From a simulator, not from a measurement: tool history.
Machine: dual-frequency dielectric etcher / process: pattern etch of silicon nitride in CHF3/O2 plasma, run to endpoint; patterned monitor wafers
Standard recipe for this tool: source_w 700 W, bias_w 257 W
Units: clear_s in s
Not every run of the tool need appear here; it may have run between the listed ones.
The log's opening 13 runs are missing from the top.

run	day	source_w	bias_w	wafers since the last listed run	hours since the last wet clean	hours since the last source power generator calibration	hours since the last bias power generator calibration	hours since the last upper electrode change	incoming incoming film thickness, nm	clear_s
14	45.188	700	257	781	458.3	113.6	4986.2	2576.5	97.3	52.2
# day 45.475: bias power generator calibrated
15	47.946	550	257	844	524.5	179.8	59.3	2642.7	97.8	58.4
16	50.217	700	257	739	579	234.3	113.8	2697.2	96.4	52.7
17	53.392	760	314	1034	655.2	310.5	190	2773.4	98.2	47.6
# day 56.329: wet clean of the chamber
18	56.35	590	284	638	0.5	381.5	261	2844.4	98.5	54.6
19	58.838	590	319	810	60.2	441.2	320.7	2904.1	97.9	51.6
20	60.588	800	282	570	102.2	483.2	362.7	2946.1	97.7	48.6
21	63.817	700	257	1052	179.7	560.7	440.2	3023.6	97.6	52.8
22	68.112	560	286	1399	282.8	663.8	543.3	3126.7	95.9	53.5
23	69.921	700	274	589	326.2	707.2	586.7	3170.1	98.3	52.4
# day 71.771: upper electrode replaced
24	72.462	700	257	502	387.2	768.2	647.7	16.6	98.5	53.4
25	75.5	580	227	989	460.1	841.1	720.6	89.5	97.5	60.5
26	79.638	700	220	1348	559.4	940.4	819.9	188.8	97.9	57.7
27	81.246	840	300	524	598	979	858.5	227.4	98.9	46.6
# day 82.471: wet clean of the chamber
28	84.517	600	214	739	49.1	1057.5	937	305.9	98.1	61.4
29	86.708	700	257	714	101.7	1110.1	989.6	358.5	97.3	52.6
30	91.179	700	257	1456	209	1217.4	1096.9	465.8	97.5	53.2
31	94.85	700	310	1196	297.1	1305.5	1185	553.9	97.8	48.7
32	99.221	650	211	1424	402	1410.4	1289.9	658.8	97.7	59.8
33	101.521	700	257	749	457.2	1465.6	1345.1	714	98.4	53.6
34	105.467	700	257	1285	551.9	1560.3	1439.8	808.7	98.6	53.9
35	108.821	700	257	1092	632.4	1640.8	1520.3	889.2	97.5	52.9
# day 111.05: wet clean of the chamber
36	112.129	870	200	752	25.9	1720.2	1599.7	968.6	98.2	55.5

3 options for the next run, each taken on its own from the tool as it stands now. Forecast them:
A	112.146	700	228	5	26.3	1720.6	1600.1	969	97	?
B	112.146	610	277	5	26.3	1720.6	1600.1	969	97	?
C	112.146	540	304	5	26.3	1720.6	1600.1	969	97	?

run	clear_s
A	56.1
B	53.6
C	53.5
Without the tool's unlogged condition, the same runs would have read:
run	clear_s
A	56.8
B	54.3
C	54.3
